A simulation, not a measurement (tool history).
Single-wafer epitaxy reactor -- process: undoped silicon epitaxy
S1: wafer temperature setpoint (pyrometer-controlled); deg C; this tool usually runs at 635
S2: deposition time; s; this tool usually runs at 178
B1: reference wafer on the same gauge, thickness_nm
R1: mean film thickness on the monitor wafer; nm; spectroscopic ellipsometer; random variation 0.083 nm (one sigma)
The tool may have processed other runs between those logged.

{"run": 1, "hour": 0.0, "S1": 635, "S2": 178, "B1": 23.527, "R1": 22.395}
{"run": 2, "hour": 156.9, "S1": 635, "S2": 178, "B1": 23.516, "R1": 22.396}
{"run": 3, "hour": 229.9, "S1": 635, "S2": 178, "B1": 23.517, "R1": 22.428}
{"run": 4, "hour": 267.5, "S1": 635, "S2": 178, "B1": 23.524, "R1": 22.426}
{"run": 5, "hour": 336.5, "S1": 635, "S2": 169, "B1": 23.51, "R1": 21.331}
{"run": 6, "hour": 413.2, "S1": 635, "S2": 169, "B1": 23.499, "R1": 21.275}
{"run": 7, "hour": 463.8, "S1": 635, "S2": 169, "B1": 23.483, "R1": 21.184}
{"run": 8, "hour": 522.6, "S1": 635, "S2": 178, "B1": 23.506, "R1": 22.292}
{"run": 9, "hour": 616.6, "S1": 635, "S2": 178, "B1": 23.495, "R1": 22.319}
{"hour": 618.6, "done": "gauge calibrated"}
{"run": 10, "hour": 682.2, "S1": 635, "S2": 178, "B1": 23.485, "R1": 22.188}
{"hour": 734.2, "done": "pyrometer calibrated"}
{"run": 11, "hour": 765.5, "S1": 626, "S2": 178, "B1": 23.474, "R1": 18.102}
{"run": 12, "hour": 838.4, "S1": 626, "S2": 178, "B1": 23.465, "R1": 18.172}
{"run": 13, "hour": 925.7, "S1": 635, "S2": 188, "B1": 23.483, "R1": 23.153}
{"run": 14, "hour": 974.5, "S1": 621, "S2": 202, "B1": 23.479, "R1": 18.451}
{"run": 15, "hour": 1023.1, "S1": 630, "S2": 178, "B1": 23.504, "R1": 19.658}
{"run": 16, "hour": 1065.1, "S1": 635, "S2": 169, "B1": 23.482, "R1": 20.761}
{"hour": 1142.4, "done": "pyrometer calibrated, repeated, since the last time left the tool worse"}
{"run": 17, "hour": 1177.6, "S1": 635, "S2": 178, "B1": 23.487, "R1": 22.979}
{"run": 18, "hour": 1236.5, "S1": 649, "S2": 194, "B1": 23.479, "R1": 33.013}
{"run": 19, "hour": 1306.6, "S1": 635, "S2": 204, "B1": 23.48, "R1": 26.37}
{"run": 20, "hour": 1385.0, "S1": 623, "S2": 153, "B1": 23.485, "R1": 15.457}
{"run": 21, "hour": 1468.7, "S1": 640, "S2": 161, "B1": 23.472, "R1": 22.982}
{"run": 22, "hour": 1614.5, "S1": 635, "S2": 178, "B1": 23.482, "R1": 22.853}
{"hour": 1864.4, "done": "gauge calibrated"}
{"run": 23, "hour": 1931.5, "S1": 635, "S2": 178, "B1": 23.527, "R1": 22.845}
{"run": 24, "hour": 1985.5, "S1": 644, "S2": 203, "B1": 23.497, "R1": 31.139}

Below are 5 alternative next runs, each starting from the tool's condition after run 24. Predict each:
{"run": "A", "hour": 1985.9, "S1": 635, "S2": 213, "B1": "?", "R1": "?"}
{"run": "B", "hour": 1985.9, "S1": 635, "S2": 196, "B1": "?", "R1": "?"}
{"run": "C", "hour": 1985.9, "S1": 628, "S2": 188, "B1": "?", "R1": "?"}
{"run": "D", "hour": 1985.9, "S1": 647, "S2": 205, "B1": "?", "R1": "?"}
{"run": "E", "hour": 1985.9, "S1": 645, "S2": 178, "B1": "?", "R1": "?"}

run=A B1=23.471 R1=27.178
run=B B1=23.471 R1=25.009
run=C B1=23.471 R1=20.753
run=D B1=23.471 R1=33.375
run=E B1=23.471 R1=27.837
Without the tool's unlogged condition, the same runs would have read:
run=A R1=27.512
run=B R1=25.316
run=C R1=21.011
run=D R1=33.775
run=E R1=28.172

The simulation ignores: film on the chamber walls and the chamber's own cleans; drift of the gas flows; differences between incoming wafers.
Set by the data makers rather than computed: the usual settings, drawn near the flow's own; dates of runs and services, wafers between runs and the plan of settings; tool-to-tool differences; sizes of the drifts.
